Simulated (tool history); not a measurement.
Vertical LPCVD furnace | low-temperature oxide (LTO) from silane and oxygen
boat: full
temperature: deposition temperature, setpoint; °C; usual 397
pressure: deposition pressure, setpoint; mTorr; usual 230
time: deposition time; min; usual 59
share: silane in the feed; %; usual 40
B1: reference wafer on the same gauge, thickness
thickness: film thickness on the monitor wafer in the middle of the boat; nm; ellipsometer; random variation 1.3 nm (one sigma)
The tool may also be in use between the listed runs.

{"run": 1, "hour": 0.0, "temperature": 397, "pressure": 230, "time": 59, "share": 40, "B1": 540.98, "thickness": 595.02}
{"run": 2, "hour": 80.0, "temperature": 397, "pressure": 230, "time": 59, "share": 40, "B1": 541.06, "thickness": 595.69}
{"run": 3, "hour": 124.2, "temperature": 397, "pressure": 245, "time": 59, "share": 40, "B1": 540.94, "thickness": 633.75}
{"run": 4, "hour": 170.5, "temperature": 397, "pressure": 230, "time": 73, "share": 40, "B1": 540.9, "thickness": 734.51}
{"run": 5, "hour": 210.2, "temperature": 397, "pressure": 230, "time": 59, "share": 40, "B1": 540.93, "thickness": 595.2}
{"run": 6, "hour": 247.9, "temperature": 397, "pressure": 230, "time": 59, "share": 40, "B1": 541.06, "thickness": 595.17}
{"run": 7, "hour": 335.2, "temperature": 397, "pressure": 230, "time": 59, "share": 40, "B1": 541.02, "thickness": 593.97}
{"hour": 363.8, "done": "pressure gauge zeroed"}
{"run": 8, "hour": 431.6, "temperature": 405, "pressure": 185, "time": 67.5, "share": 40, "B1": 541.03, "thickness": 622.13}
{"hour": 470.4, "done": "thermocouples replaced and temperature profile calibrated"}
{"run": 9, "hour": 473.7, "temperature": 386, "pressure": 175, "time": 44.5, "share": 32, "B1": 540.73, "thickness": 233.09}
{"hour": 501.2, "done": "silane flow controller replaced"}
{"hour": 518.2, "done": "gauge calibrated"}
{"hour": 569.4, "done": "pressure gauge zeroed, repeated, since the last time left the tool worse"}
{"run": 10, "hour": 579.8, "temperature": 393, "pressure": 230, "time": 67, "share": 40, "B1": 541.11, "thickness": 627.26}
{"run": 11, "hour": 659.5, "temperature": 401, "pressure": 250, "time": 59, "share": 40, "B1": 540.88, "thickness": 656.05}
{"run": 12, "hour": 720.2, "temperature": 397, "pressure": 230, "time": 59, "share": 40, "B1": 541.28, "thickness": 577.2}
{"run": 13, "hour": 793.3, "temperature": 405, "pressure": 190, "time": 72, "share": 35, "B1": 541.3, "thickness": 539.4}
{"run": 14, "hour": 855.4, "temperature": 397, "pressure": 230, "time": 37.5, "share": 46, "B1": 541.16, "thickness": 429.63}

The tool's hidden state at each run:
true tube temperature minus thermocouple reading, K: 0 in every run
deviation of the silane flow from its setpoint, %: 0 in every run
gauge reads high (%): 0 in every run
H1: true pressure minus gauge reading, mTorr
run=1 H1=7.42
run=2 H1=7.57
run=3 H1=7.66
run=4 H1=7.75
run=5 H1=7.83
run=6 H1=7.9
run=7 H1=8.07
run=8 H1=14.7
run=9 H1=14.8
run=10 H1=1.19
run=11 H1=1.35
run=12 H1=1.46
run=13 H1=1.61
run=14 H1=1.73

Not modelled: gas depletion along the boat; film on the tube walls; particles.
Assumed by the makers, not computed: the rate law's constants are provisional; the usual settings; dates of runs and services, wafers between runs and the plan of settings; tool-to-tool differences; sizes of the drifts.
